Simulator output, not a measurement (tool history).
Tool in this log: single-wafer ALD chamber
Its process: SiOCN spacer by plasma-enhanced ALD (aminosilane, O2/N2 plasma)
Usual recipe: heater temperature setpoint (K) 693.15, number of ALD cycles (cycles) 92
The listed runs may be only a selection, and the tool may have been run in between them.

run	hour	heater temperature setpoint (K)	number of ALD cycles (cycles)	read-back reference wafer on the same gauge, thickness_nm	mean film thickness on the monitor wafer (angstrom)
1	0	693.15	92	7.18	60.57
2	60.5	693.15	92	7.177	60.38
3	123.7	693.15	92	7.18	60.29
4	151.8	693.15	92	7.18	60.16
5	177.4	693.15	92	7.182	60.47
6	239.6	701.15	80	7.178	51.19
7	292.5	701.15	80	7.181	51.15
8	339.7	693.15	92	7.18	60.21
9	379.1	693.15	92	7.184	60.25
10	404.6	693.15	92	7.178	60.17
11	432.4	693.15	92	7.181	59.9
12	476.2	693.15	79	7.178	51.67
13	516.7	693.15	79	7.179	51.59
14	563.9	693.15	79	7.178	51.67
# hour 619: thermocouple changed; heater temperature recalibrated
15	631.3	684.15	92	7.18	62.41
16	670.4	684.15	92	7.179	62.3
17	737.5	684.15	92	7.178	62.41
18	806.6	693.15	92	7.182	61
19	868.4	679.15	77	7.179	52.8
20	913.7	693.15	85	7.181	56.48
21	963.1	689.15	106	7.178	70.9
22	989.4	682.15	78	7.182	53.13
23	1031.4	707.15	92	7.178	58.62
24	1059.2	693.15	92	7.175	60.52
25	1104.9	693.15	80	7.176	52.77
# hour 1136.8: gauge calibrated
26	1162	693.15	92	7.182	60.89
27	1211.5	704.15	109	7.181	69.59

What does the tool deliver on the next run?
28	1250.3	693.15	92	?	?

read-back reference wafer on the same gauge, thickness_nm: 7.178
mean film thickness on the monitor wafer (angstrom): 60.74
Had the tool carried no hidden state, the very same run would have given mean film thickness on the monitor wafer (angstrom) 60.93.
